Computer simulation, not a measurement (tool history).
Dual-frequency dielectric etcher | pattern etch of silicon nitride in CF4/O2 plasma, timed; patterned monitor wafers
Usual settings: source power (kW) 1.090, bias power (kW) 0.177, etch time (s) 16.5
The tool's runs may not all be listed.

run,hour,source power (kW),bias power (kW),etch time (s),"read-back reference wafer on the same gauge, depth_nm",mean etch depth across the wafer (Å)
1,0.0,1.090,0.177,16.5,69.1,690
2,15.8,1.090,0.177,16.5,69.1,690
3,23.7,1.090,0.177,16.5,69.1,691
4,30.4,1.090,0.177,16.5,69.1,690
5,36.5,1.090,0.177,16.5,69.1,691
6,43.1,1.090,0.177,16.5,69.1,692
7,59.6,1.090,0.177,16.5,69.1,693
8,76.1,1.090,0.177,16.5,69.1,692
9,83.9,1.090,0.177,16.5,69.2,690
10,92.0,1.090,0.177,16.5,69.1,694
11,105.0,1.090,0.177,16.5,69.1,693
12,112.9,1.090,0.192,16.5,69.1,709
13,127.2,1.090,0.192,16.5,69.1,708
14,143.8,1.090,0.192,16.5,69.1,709
# hour 152.9: gauge calibrated
15,160.4,0.880,0.177,20.0,69.1,718
16,171.5,0.970,0.177,16.5,69.1,639
# hour 180.2: source power generator calibrated
# hour 188.0: bias power generator calibrated
17,189.5,1.090,0.177,16.5,69.1,696
18,195.9,1.090,0.177,16.5,69.1,696
19,207.4,1.090,0.202,18.0,69.1,786
# hour 239.6: wet clean of the chamber
# hour 241.8: upper electrode replaced
20,242.3,1.090,0.138,21.0,69.0,817
21,242.6,1.170,0.218,16.5,69.1,759
22,242.9,1.090,0.177,16.5,69.1,681
23,245.2,1.090,0.196,15.0,69.0,636
24,255.1,1.090,0.177,13.5,69.0,559
25,269.3,1.200,0.177,18.5,69.1,820
26,279.9,0.870,0.197,16.5,69.1,595
27,290.2,0.980,0.153,16.5,69.1,610
28,324.2,1.090,0.157,16.5,69.1,664
29,333.5,1.330,0.177,15.0,69.1,721

The tool's hidden state at each run:
source power that arrives over what is set, %: 0 in every run
bias power that arrives over what is set, %: 0 in every run
gauge reads high (%): 0 in every run
H1: etch rate over this chamber's usual, %
run,H1
1,1.29
2,1.36
3,1.39
4,1.42
5,1.44
6,1.47
7,1.54
8,1.61
9,1.64
10,1.67
11,1.73
12,1.76
13,1.82
14,1.89
15,1.96
16,2
17,2.08
18,2.1
19,2.15
20,-0.0536
21,-0.0524
22,-0.0511
23,-0.0416
24,-0.000539
25,0.0583
26,0.102
27,0.145
28,0.286
29,0.325
